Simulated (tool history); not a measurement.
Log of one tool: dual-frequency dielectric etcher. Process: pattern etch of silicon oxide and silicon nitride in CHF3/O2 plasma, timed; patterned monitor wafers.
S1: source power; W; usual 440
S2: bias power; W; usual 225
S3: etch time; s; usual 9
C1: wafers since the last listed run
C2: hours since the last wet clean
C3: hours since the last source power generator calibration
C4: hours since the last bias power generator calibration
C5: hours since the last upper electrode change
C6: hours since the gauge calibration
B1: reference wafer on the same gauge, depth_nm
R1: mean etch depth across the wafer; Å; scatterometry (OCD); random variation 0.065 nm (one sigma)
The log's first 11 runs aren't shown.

run,hour,S1,S2,S3,C1,C2,C3,C4,C5,C6,B1,R1
# hour 762.9: gauge calibrated
12,778,440,225,9,1578,112.1,2012.4,2722.7,108.7,15.1,14.02,132.9
# hour 803.4: bias power generator calibrated
13,805.7,340,259,8,595,139.8,2040.1,2.3,136.4,42.8,13.99,111.1
# hour 963.9: source power generator calibrated
14,1018.8,400,225,8.5,5255,352.9,54.9,215.4,349.5,255.9,13.99,118.7
15,1081.6,510,202,9.5,1578,415.7,117.7,278.2,412.3,318.7,14.02,141.3
16,1145.1,410,279,9,1596,479.2,181.2,341.7,475.8,382.2,13.98,139
17,1171.9,440,225,9,673,506,208,368.5,502.6,409,14,131.5
# hour 1249.1: wet clean of the chamber
18,1249.6,480,197,11,1349,0.5,285.7,446.2,580.3,486.7,14.02,158.5
19,1268.3,440,225,9,470,19.2,304.4,464.9,599,505.4,14.01,132
20,1304.4,510,225,8,907,55.3,340.5,501,635.1,541.5,14.01,124.7
21,1343.1,360,225,9,972,94,379.2,539.7,673.8,580.2,13.99,120.7
22,1371.8,370,262,9,721,122.7,407.9,568.4,702.5,608.9,14,130
23,1422.6,490,255,8,1276,173.5,458.7,619.2,753.3,659.7,14.01,129.3
24,1456,380,240,9,839,206.9,492.1,652.6,786.7,693.1,13.99,125.8
25,1524.3,440,279,7,1716,275.2,560.4,720.9,855,761.4,14,111.7
26,1595.9,440,225,11,1799,346.8,632,792.5,926.6,833,14,161.1
27,1638.6,330,272,9,1073,389.5,674.7,835.2,969.3,875.7,14.02,124.7
28,1665.3,440,208,9,671,416.2,701.4,861.9,996,902.4,14,127.5
29,1703.9,490,255,8,970,454.8,740,900.5,1034.6,941,14.01,129.2
30,1733.7,390,171,9.5,749,484.6,769.8,930.3,1064.4,970.8,14,118.3

Forecast each of these 4 alternatives for the next run:
A,1734.1,440,225,9,10,485,770.2,930.7,1064.8,971.2,?,?
B,1734.1,440,225,10.5,10,485,770.2,930.7,1064.8,971.2,?,?
C,1734.1,470,202,10,10,485,770.2,930.7,1064.8,971.2,?,?
D,1734.1,440,183,11.5,10,485,770.2,930.7,1064.8,971.2,?,?

run,B1,R1
A,14,132.6
B,14,154.7
C,14,145.3
D,14,156
Without the tool's hidden state the same runs would have given:
run,R1
A,130.8
B,152.6
C,143.3
D,153.8
